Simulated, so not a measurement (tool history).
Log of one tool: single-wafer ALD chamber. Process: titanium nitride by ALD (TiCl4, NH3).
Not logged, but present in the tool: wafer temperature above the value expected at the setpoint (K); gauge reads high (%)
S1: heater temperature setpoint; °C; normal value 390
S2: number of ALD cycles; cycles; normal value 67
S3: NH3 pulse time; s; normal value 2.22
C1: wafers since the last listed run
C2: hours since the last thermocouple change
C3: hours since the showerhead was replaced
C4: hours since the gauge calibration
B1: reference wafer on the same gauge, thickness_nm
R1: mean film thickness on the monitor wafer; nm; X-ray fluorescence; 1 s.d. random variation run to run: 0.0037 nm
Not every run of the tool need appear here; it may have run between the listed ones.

run 1 hour=0.0 | S1=390 S2=67 S3=2.22 | C1=0 C2=1285.3 C3=5089.8 C4=301.0 | B1=1.739 | R1=1.459
run 2 hour=16.3 | S1=390 S2=67 S3=2.22 | C1=60 C2=1301.6 C3=5106.1 C4=317.3 | B1=1.736 | R1=1.464
run 3 hour=26.1 | S1=390 S2=67 S3=2.22 | C1=36 C2=1311.4 C3=5115.9 C4=327.1 | B1=1.736 | R1=1.459
run 4 hour=39.7 | S1=390 S2=67 S3=2.22 | C1=50 C2=1325.0 C3=5129.5 C4=340.7 | B1=1.736 | R1=1.459
run 5 hour=50.3 | S1=390 S2=67 S3=2.22 | C1=39 C2=1335.6 C3=5140.1 C4=351.3 | B1=1.734 | R1=1.457
run 6 hour=64.4 | S1=390 S2=67 S3=2.22 | C1=52 C2=1349.7 C3=5154.2 C4=365.4 | B1=1.735 | R1=1.461
run 7 hour=73.8 | S1=390 S2=67 S3=2.90 | C1=35 C2=1359.1 C3=5163.6 C4=374.8 | B1=1.734 | R1=1.470
run 8 hour=83.4 | S1=390 S2=67 S3=2.90 | C1=35 C2=1368.7 C3=5173.2 C4=384.4 | B1=1.735 | R1=1.471
run 9 hour=92.2 | S1=390 S2=67 S3=2.22 | C1=32 C2=1377.5 C3=5182.0 C4=393.2 | B1=1.731 | R1=1.464
run 10 hour=103.3 | S1=390 S2=67 S3=2.22 | C1=41 C2=1388.6 C3=5193.1 C4=404.3 | B1=1.734 | R1=1.459
-- hour=110.3 gauge calibrated
-- hour=127.0 showerhead replaced
-- hour=141.2 thermocouple changed; heater temperature recalibrated
run 11 hour=144.4 | S1=390 S2=67 S3=2.22 | C1=93 C2=3.2 C3=17.4 C4=34.1 | B1=1.749 | R1=1.470
run 12 hour=154.8 | S1=379 S2=60 S3=2.22 | C1=38 C2=13.6 C3=27.8 C4=44.5 | B1=1.747 | R1=1.300
run 13 hour=174.9 | S1=379 S2=60 S3=2.22 | C1=75 C2=33.7 C3=47.9 C4=64.6 | B1=1.748 | R1=1.301
run 14 hour=185.5 | S1=379 S2=60 S3=2.22 | C1=39 C2=44.3 C3=58.5 C4=75.2 | B1=1.747 | R1=1.297
run 15 hour=196.7 | S1=390 S2=67 S3=1.65 | C1=41 C2=55.5 C3=69.7 C4=86.4 | B1=1.746 | R1=1.452
run 16 hour=211.5 | S1=390 S2=67 S3=2.22 | C1=55 C2=70.3 C3=84.5 C4=101.2 | B1=1.744 | R1=1.473
run 17 hour=224.4 | S1=394 S2=57 S3=2.82 | C1=48 C2=83.2 C3=97.4 C4=114.1 | B1=1.745 | R1=1.261
run 18 hour=232.0 | S1=380 S2=67 S3=1.77 | C1=28 C2=90.8 C3=105.0 C4=121.7 | B1=1.744 | R1=1.442
run 19 hour=239.7 | S1=381 S2=61 S3=2.75 | C1=28 C2=98.5 C3=112.7 C4=129.4 | B1=1.743 | R1=1.334
run 20 hour=248.9 | S1=390 S2=67 S3=2.22 | C1=34 C2=107.7 C3=121.9 C4=138.6 | B1=1.743 | R1=1.469
run 21 hour=259.8 | S1=390 S2=67 S3=2.22 | C1=40 C2=118.6 C3=132.8 C4=149.5 | B1=1.742 | R1=1.468
run 22 hour=271.5 | S1=390 S2=67 S3=2.22 | C1=43 C2=130.3 C3=144.5 C4=161.2 | B1=1.742 | R1=1.462
run 23 hour=285.0 | S1=380 S2=67 S3=1.48 | C1=50 C2=143.8 C3=158.0 C4=174.7 | B1=1.739 | R1=1.421
run 24 hour=294.4 | S1=390 S2=67 S3=2.22 | C1=35 C2=153.2 C3=167.4 C4=184.1 | B1=1.739 | R1=1.462
run 25 hour=307.8 | S1=401 S2=56 S3=2.22 | C1=50 C2=166.6 C3=180.8 C4=197.5 | B1=1.738 | R1=1.236
run 26 hour=321.0 | S1=390 S2=67 S3=2.22 | C1=49 C2=179.8 C3=194.0 C4=210.7 | B1=1.739 | R1=1.469
run 27 hour=336.4 | S1=390 S2=61 S3=2.50 | C1=57 C2=195.2 C3=209.4 C4=226.1 | B1=1.737 | R1=1.339
run 28 hour=348.3 | S1=400 S2=67 S3=2.22 | C1=44 C2=207.1 C3=221.3 C4=238.0 | B1=1.737 | R1=1.473

Exercise: give the hidden state of the tool at every run:
wafer temperature above the value expected at the setpoint (K): 0 at every run
H1: gauge reads high (%)
run=1 H1=-0.75
run=2 H1=-0.799
run=3 H1=-0.828
run=4 H1=-0.869
run=5 H1=-0.901
run=6 H1=-0.943
run=7 H1=-0.971
run=8 H1=-1
run=9 H1=-1.03
run=10 H1=-1.06
run=11 H1=-0.104
run=12 H1=-0.135
run=13 H1=-0.195
run=14 H1=-0.227
run=15 H1=-0.261
run=16 H1=-0.305
run=17 H1=-0.344
run=18 H1=-0.367
run=19 H1=-0.39
run=20 H1=-0.417
run=21 H1=-0.45
run=22 H1=-0.485
run=23 H1=-0.526
run=24 H1=-0.554
run=25 H1=-0.594
run=26 H1=-0.634
run=27 H1=-0.68
run=28 H1=-0.716
